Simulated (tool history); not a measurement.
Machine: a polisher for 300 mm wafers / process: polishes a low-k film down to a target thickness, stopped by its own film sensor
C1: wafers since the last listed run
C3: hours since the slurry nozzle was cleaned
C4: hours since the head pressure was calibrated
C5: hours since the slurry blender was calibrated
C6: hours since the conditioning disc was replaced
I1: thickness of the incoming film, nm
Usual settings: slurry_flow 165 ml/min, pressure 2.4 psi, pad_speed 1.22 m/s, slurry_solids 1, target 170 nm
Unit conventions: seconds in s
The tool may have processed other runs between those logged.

run 1 hour=0 | slurry_flow=165 pressure=2.4 pad_speed=1.22 slurry_solids=1 target=170 | C1=0 wafers_polished_on_this_pad=530 C3=233.4 C4=327.8 C5=72.8 C6=121.6 | I1=258.2 | seconds=183.6
run 2 hour=12 | slurry_flow=165 pressure=2.4 pad_speed=1.22 slurry_solids=1.2 target=170 | C1=106 wafers_polished_on_this_pad=637 C3=245.4 C4=339.8 C5=84.8 C6=133.6 | I1=258.4 | seconds=168.7
run 3 hour=28.5 | slurry_flow=165 pressure=2.4 pad_speed=1.22 slurry_solids=1.2 target=170 | C1=146 wafers_polished_on_this_pad=784 C3=261.9 C4=356.3 C5=101.3 C6=150.1 | I1=256.3 | seconds=169.5
-- hour=38.2 slurry blender recalibrated
run 4 hour=48.7 | slurry_flow=200 pressure=2.4 pad_speed=1.22 slurry_solids=1 target=170 | C1=162 wafers_polished_on_this_pad=946 C3=282.1 C4=376.5 C5=10.5 C6=170.3 | I1=258.2 | seconds=159.4
-- hour=54.6 worn pad replaced by a new one
run 5 hour=60.4 | slurry_flow=200 pressure=2.4 pad_speed=1.22 slurry_solids=1 target=170 | C1=68 wafers_polished_on_this_pad=51 C3=293.8 C4=388.2 C5=22.2 C6=182 | I1=263.1 | seconds=172.4
run 6 hour=71.3 | slurry_flow=165 pressure=2.4 pad_speed=1.22 slurry_solids=1 target=170 | C1=97 wafers_polished_on_this_pad=148 C3=304.7 C4=399.1 C5=33.1 C6=192.9 | I1=259.1 | seconds=172.8
run 7 hour=79.5 | slurry_flow=165 pressure=2.4 pad_speed=1.22 slurry_solids=1 target=186 | C1=73 wafers_polished_on_this_pad=221 C3=312.9 C4=407.3 C5=41.3 C6=201.1 | I1=261.7 | seconds=147.5
run 8 hour=91.2 | slurry_flow=165 pressure=2.9 pad_speed=1.22 slurry_solids=1 target=170 | C1=104 wafers_polished_on_this_pad=325 C3=324.6 C4=419 C5=53 C6=212.8 | I1=259.1 | seconds=146
-- hour=106.3 slurry nozzle cleaned
run 9 hour=106.9 | slurry_flow=165 pressure=2.4 pad_speed=1.46 slurry_solids=1 target=170 | C1=130 wafers_polished_on_this_pad=456 C3=0.6 C4=434.7 C5=68.7 C6=228.5 | I1=259.8 | seconds=167.1
-- hour=117.7 head pressure recalibrated
run 10 hour=118.2 | slurry_flow=165 pressure=2.4 pad_speed=1.22 slurry_solids=1 target=170 | C1=82 wafers_polished_on_this_pad=539 C3=11.9 C4=0.5 C5=80 C6=239.8 | I1=259.4 | seconds=184.5
-- hour=122.7 conditioning disc replaced and pad reconditioned
run 11 hour=132.9 | slurry_flow=165 pressure=2.4 pad_speed=1.22 slurry_solids=1.15 target=170 | C1=113 wafers_polished_on_this_pad=652 C3=26.6 C4=15.2 C5=94.7 C6=10.2 | I1=260 | seconds=182.3
-- hour=137.6 slurry blender recalibrated
run 12 hour=147.7 | slurry_flow=165 pressure=2.4 pad_speed=1.22 slurry_solids=0.85 target=170 | C1=114 wafers_polished_on_this_pad=766 C3=41.4 C4=30 C5=10.1 C6=25 | I1=258.9 | seconds=183.1
-- hour=169.8 worn pad replaced by a new one, of another model than before
run 13 hour=190.2 | slurry_flow=165 pressure=1.8 pad_speed=1.22 slurry_solids=1 target=170 | C1=342 wafers_polished_on_this_pad=181 C3=83.9 C4=72.5 C5=52.6 C6=67.5 | I1=259.2 | seconds=204.1
run 14 hour=198.4 | slurry_flow=165 pressure=2.4 pad_speed=1.22 slurry_solids=1 target=170 | C1=73 wafers_polished_on_this_pad=254 C3=92.1 C4=80.7 C5=60.8 C6=75.7 | I1=258.9 | seconds=183.9
run 15 hour=214.9 | slurry_flow=165 pressure=2.4 pad_speed=1.46 slurry_solids=1 target=170 | C1=146 wafers_polished_on_this_pad=401 C3=108.6 C4=97.2 C5=77.3 C6=92.2 | I1=257.6 | seconds=164.6
run 16 hour=225.4 | slurry_flow=165 pressure=2.4 pad_speed=1.22 slurry_solids=1 target=170 | C1=93 wafers_polished_on_this_pad=495 C3=119.1 C4=107.7 C5=87.8 C6=102.7 | I1=264 | seconds=198.1
-- hour=233.9 slurry blender recalibrated
run 17 hour=242.2 | slurry_flow=165 pressure=2 pad_speed=1.22 slurry_solids=1 target=157 | C1=131 wafers_polished_on_this_pad=626 C3=135.9 C4=124.5 C5=8.3 C6=119.5 | I1=257.9 | seconds=208.5
run 18 hour=256.7 | slurry_flow=165 pressure=1.9 pad_speed=1.38 slurry_solids=1.2 target=188 | C1=129 wafers_polished_on_this_pad=756 C3=150.4 C4=139 C5=22.8 C6=134 | I1=261.3 | seconds=135.8
-- hour=271.3 worn pad replaced by a new one
run 19 hour=271.8 | slurry_flow=185 pressure=2.4 pad_speed=1.22 slurry_solids=1 target=142 | C1=98 wafers_polished_on_this_pad=4 C3=165.5 C4=154.1 C5=37.9 C6=149.1 | I1=255 | seconds=229.5
run 20 hour=278.4 | slurry_flow=165 pressure=2.4 pad_speed=1.22 slurry_solids=1.2 target=170 | C1=58 wafers_polished_on_this_pad=63 C3=172.1 C4=160.7 C5=44.5 C6=155.7 | I1=262.5 | seconds=175.3
run 21 hour=287 | slurry_flow=165 pressure=2.4 pad_speed=1.22 slurry_solids=1 target=170 | C1=76 wafers_polished_on_this_pad=140 C3=180.7 C4=169.3 C5=53.1 C6=164.3 | I1=257.2 | seconds=173.5
run 22 hour=304.3 | slurry_flow=165 pressure=2.4 pad_speed=1.22 slurry_solids=1 target=170 | C1=154 wafers_polished_on_this_pad=294 C3=198 C4=186.6 C5=70.4 C6=181.6 | I1=259.8 | seconds=189.5
run 23 hour=311.6 | slurry_flow=165 pressure=1.8 pad_speed=1.52 slurry_solids=0.9 target=170 | C1=65 wafers_polished_on_this_pad=359 C3=205.3 C4=193.9 C5=77.7 C6=188.9 | I1=254.7 | seconds=185.6

What will run 24 give?
-- hour=319.6 conditioning disc replaced and pad reconditioned
run 24 hour=320 | slurry_flow=185 pressure=1.6 pad_speed=0.98 slurry_solids=1 target=170 | C1=57 wafers_polished_on_this_pad=416 C3=213.7 C4=202.3 C5=86.1 C6=0.4 | I1=261.5 | seconds=?

{"run 24": {"seconds": 270.8}}
Were there no unlogged condition in the tool, this run, its random variation unchanged, would have produced seconds 230.4 s.
